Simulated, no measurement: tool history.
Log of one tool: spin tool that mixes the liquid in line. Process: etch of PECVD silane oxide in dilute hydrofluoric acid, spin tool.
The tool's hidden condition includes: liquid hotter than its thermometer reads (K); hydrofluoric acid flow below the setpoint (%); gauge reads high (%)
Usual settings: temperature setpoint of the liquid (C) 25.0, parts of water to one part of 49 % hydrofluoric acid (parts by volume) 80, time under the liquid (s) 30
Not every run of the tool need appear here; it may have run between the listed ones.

run	hour	temperature setpoint of the liquid (C)	parts of water to one part of 49 % hydrofluoric acid (parts by volume)	time under the liquid (s)	wafers since the last listed run	hours since the thermometer was replaced	hours since the hydrofluoric acid flow meter was replaced	hours since the gauge calibration	read-back film thickness of the PECVD silane oxide reference wafer, read on the same gauge (nm)	thickness taken off the PECVD silane oxide on a monitor wafer (nm)
1	0.0	25.0	80	30	0	675.9	2015.2	82.3	99.97	11.43
2	31.9	25.0	80	30	385	707.8	2047.1	114.2	100.02	11.36
3	46.6	25.0	80	30	177	722.5	2061.8	128.9	99.98	11.33
4	58.9	25.0	80	30	148	734.8	2074.1	141.2	100.01	11.37
5	79.8	25.0	80	30	252	755.7	2095.0	162.1	100.02	11.33
# hour 120.0: thermometer replaced
6	127.6	25.0	80	30	565	7.6	2142.8	209.9	100.02	11.26
7	155.4	25.0	80	40	336	35.4	2170.6	237.7	99.99	15.03
8	175.4	25.0	80	40	241	55.4	2190.6	257.7	100.01	14.87
9	209.5	29.5	50	50	412	89.5	2224.7	291.8	99.99	37.57
# hour 213.1: gauge calibrated
10	243.3	25.0	60	20	408	123.3	2258.5	30.2	100.03	10.21
# hour 246.1: hydrofluoric acid flow meter replaced
11	273.2	25.0	70	50	349	153.2	27.1	60.1	99.98	25.27
12	293.0	25.0	80	35	239	173.0	46.9	79.9	99.97	15.25
13	308.5	25.0	80	30	187	188.5	62.4	95.4	99.99	12.98
14	332.4	22.0	120	15	289	212.4	86.3	119.3	100.00	3.68
15	367.9	25.0	80	30	429	247.9	121.8	154.8	100.00	12.95

Forecast each of these 3 alternatives for the next run:
A	368.3	23.0	80	30	4	248.3	122.2	155.2	?	?
B	368.3	29.5	110	45	4	248.3	122.2	155.2	?	?
C	368.3	28.0	105	15	4	248.3	122.2	155.2	?	?

run	read-back film thickness of the PECVD silane oxide reference wafer, read on the same gauge (nm)	thickness taken off the PECVD silane oxide on a monitor wafer (nm)
A	100.00	11.99
B	100.00	16.19
C	100.00	5.38
Without the tool's unlogged condition, the same runs would have read:
run	thickness taken off the PECVD silane oxide on a monitor wafer (nm)
A	12.13
B	16.39
C	5.45
